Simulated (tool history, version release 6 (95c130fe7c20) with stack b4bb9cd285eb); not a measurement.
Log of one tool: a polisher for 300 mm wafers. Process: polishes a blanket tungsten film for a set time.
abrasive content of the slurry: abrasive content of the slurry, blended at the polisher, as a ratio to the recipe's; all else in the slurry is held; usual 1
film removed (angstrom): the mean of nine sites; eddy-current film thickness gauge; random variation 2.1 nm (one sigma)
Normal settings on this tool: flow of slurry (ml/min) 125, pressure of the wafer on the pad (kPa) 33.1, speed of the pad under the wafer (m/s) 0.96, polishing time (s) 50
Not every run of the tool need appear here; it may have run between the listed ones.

run   hour  flow of slurry (ml/min)  pressure of the wafer on the pad (kPa)  speed of the pad under the wafer (m/s)  abrasive content of the slurry  polishing time (s)  incoming thickness of the incoming film, nm  film removed (angstrom)
  1      0                      125                                    39.3                                    0.96                               1                  50                                        853.6                     2523
       1.4  -- worn pad replaced by a new one
  2   10.5                      125                                    39.3                                    0.96                               1                  50                                        834.1                     2503
  3   22.6                      125                                    33.1                                    0.96                               1                  50                                          840                     2131
  4   36.7                      125                                    33.1                                    0.96                               1                  50                                        847.5                     2111
  5   44.3                      125                                    33.1                                    0.96                               1                  50                                          837                     2100
      54.4  -- slurry tank refilled with fresh slurry and peroxide
      63.1  -- slurry blender recalibrated
  6   63.6                      125                                    33.1                                    0.96                               1                  50                                        839.5                     2100
      69.2  -- head pressure recalibrated
  7     72                      125                                    33.1                                    0.96                               1                  50                                        849.7                     2078
      77.9  -- slurry nozzle cleaned
      81.1  -- worn pad replaced by a new one
  8   83.2                      145                                    33.1                                    0.96                               1                  37                                        862.1                     1947
  9  100.5                      125                                    33.1                                    0.64                               1                  50                                        849.6                     1658
 10    114                      125                                    33.1                                    0.96                               1                  50                                        851.8                     2502
 11  125.1                       85                                    33.1                                    0.96                               1                  44                                          844                     1964
 12  144.9                      125                                    33.1                                    0.96                               1                  50                                        840.8                     2496
       152  -- slurry blender recalibrated
 13  158.7                      155                                    33.1                                    0.96                               1                  50                                        867.7                     2609
 14  170.3                      125                                    33.1                                    0.96                               1                  50                                        831.8                     2481

Each row is a separate what-if for the run after 14, all from the same tool condition, not one after another. Results?
  A  170.7                      125                                    33.1                                    0.96                               1                  50                                        836.7                        ?
  B  170.7                      125                                    33.1                                    1.22                             1.1                  33                                        836.7                        ?
  C  170.7                      125                                    33.1                                    0.96                               1                  45                                        836.7                        ?
  D  170.7                      125                                    30.3                                    0.96                               1                  50                                        836.7                        ?

run  film removed (angstrom)
  A                     2455
  B                     2113
  C                     2210
  D                     2251
With no hidden state in the tool, these same runs would have given:
run  film removed (angstrom)
  A                     2559
  B                     2202
  C                     2303
  D                     2346
